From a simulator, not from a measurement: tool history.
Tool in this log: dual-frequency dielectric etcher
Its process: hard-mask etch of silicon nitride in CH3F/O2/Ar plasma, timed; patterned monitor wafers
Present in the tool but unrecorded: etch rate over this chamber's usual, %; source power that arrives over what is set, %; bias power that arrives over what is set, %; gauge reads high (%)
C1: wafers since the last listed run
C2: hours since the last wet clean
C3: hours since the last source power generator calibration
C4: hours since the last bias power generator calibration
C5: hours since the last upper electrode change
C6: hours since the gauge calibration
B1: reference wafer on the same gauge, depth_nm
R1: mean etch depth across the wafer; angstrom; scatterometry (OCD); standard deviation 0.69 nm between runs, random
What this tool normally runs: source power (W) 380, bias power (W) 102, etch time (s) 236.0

run 1 hour=0.0 | source_power_(W)=380 bias_power_(W)=112 etch_time_(s)=236.0 | C1=0 C2=31.0 C3=3723.6 C4=2114.1 C5=3704.4 C6=1403.8 | B1=165.9 | R1=1850
run 2 hour=66.7 | source_power_(W)=350 bias_power_(W)=102 etch_time_(s)=236.0 | C1=292 C2=97.7 C3=3790.3 C4=2180.8 C5=3771.1 C6=1470.5 | B1=165.8 | R1=1746
run 3 hour=125.7 | source_power_(W)=350 bias_power_(W)=102 etch_time_(s)=236.0 | C1=258 C2=156.7 C3=3849.3 C4=2239.8 C5=3830.1 C6=1529.5 | B1=165.9 | R1=1732
run 4 hour=187.1 | source_power_(W)=350 bias_power_(W)=102 etch_time_(s)=236.0 | C1=269 C2=218.1 C3=3910.7 C4=2301.2 C5=3891.5 C6=1590.9 | B1=165.7 | R1=1731
-- hour=238.7 source power generator calibrated
run 5 hour=248.3 | source_power_(W)=380 bias_power_(W)=102 etch_time_(s)=236.0 | C1=250 C2=279.3 C3=9.6 C4=2362.4 C5=3952.7 C6=1652.1 | B1=165.9 | R1=1763
-- hour=342.5 gauge calibrated
run 6 hour=447.3 | source_power_(W)=380 bias_power_(W)=102 etch_time_(s)=236.0 | C1=872 C2=478.3 C3=208.6 C4=2561.4 C5=4151.7 C6=104.8 | B1=166.0 | R1=1771
-- hour=453.2 bias power generator calibrated
run 7 hour=573.3 | source_power_(W)=380 bias_power_(W)=102 etch_time_(s)=236.0 | C1=534 C2=604.3 C3=334.6 C4=120.1 C5=4277.7 C6=230.8 | B1=166.1 | R1=1750
-- hour=614.0 wet clean of the chamber
run 8 hour=614.5 | source_power_(W)=380 bias_power_(W)=102 etch_time_(s)=236.0 | C1=75 C2=0.5 C3=375.8 C4=161.3 C5=4318.9 C6=272.0 | B1=166.1 | R1=1748
run 9 hour=647.4 | source_power_(W)=380 bias_power_(W)=102 etch_time_(s)=200.0 | C1=144 C2=33.4 C3=408.7 C4=194.2 C5=4351.8 C6=304.9 | B1=166.0 | R1=1479
run 10 hour=688.0 | source_power_(W)=380 bias_power_(W)=85 etch_time_(s)=290.5 | C1=177 C2=74.0 C3=449.3 C4=234.8 C5=4392.4 C6=345.5 | B1=165.9 | R1=1955
run 11 hour=756.2 | source_power_(W)=380 bias_power_(W)=102 etch_time_(s)=187.5 | C1=298 C2=142.2 C3=517.5 C4=303.0 C5=4460.6 C6=413.7 | B1=166.1 | R1=1395
run 12 hour=811.8 | source_power_(W)=290 bias_power_(W)=102 etch_time_(s)=255.5 | C1=243 C2=197.8 C3=573.1 C4=358.6 C5=4516.2 C6=469.3 | B1=166.0 | R1=1754
run 13 hour=858.2 | source_power_(W)=380 bias_power_(W)=109 etch_time_(s)=236.0 | C1=203 C2=244.2 C3=619.5 C4=405.0 C5=4562.6 C6=515.7 | B1=166.0 | R1=1803
-- hour=888.3 bias power generator calibrated, repeated, since the last time left the tool worse
run 14 hour=920.2 | source_power_(W)=470 bias_power_(W)=117 etch_time_(s)=211.5 | C1=254 C2=306.2 C3=681.5 C4=31.9 C5=4624.6 C6=577.7 | B1=165.9 | R1=1845
run 15 hour=989.4 | source_power_(W)=380 bias_power_(W)=76 etch_time_(s)=296.5 | C1=303 C2=375.4 C3=750.7 C4=101.1 C5=4693.8 C6=646.9 | B1=166.1 | R1=1926
run 16 hour=1057.0 | source_power_(W)=290 bias_power_(W)=102 etch_time_(s)=168.5 | C1=296 C2=443.0 C3=818.3 C4=168.7 C5=4761.4 C6=714.5 | B1=166.1 | R1=1200
run 17 hour=1105.5 | source_power_(W)=300 bias_power_(W)=79 etch_time_(s)=173.0 | C1=212 C2=491.5 C3=866.8 C4=217.2 C5=4809.9 C6=763.0 | B1=165.9 | R1=1079
run 18 hour=1134.0 | source_power_(W)=380 bias_power_(W)=102 etch_time_(s)=286.5 | C1=124 C2=520.0 C3=895.3 C4=245.7 C5=4838.4 C6=791.5 | B1=166.2 | R1=2183

Run 19 comes next. What will it give?
run 19 hour=1162.5 | source_power_(W)=380 bias_power_(W)=102 etch_time_(s)=236.0 | C1=124 C2=548.5 C3=923.8 C4=274.2 C5=4866.9 C6=820.0 | B1=? | R1=?

Logged for run 19: B1 165.9, R1 1804 angstrom.
Without the tool's hidden state the same run would have given R1 1809 angstrom.
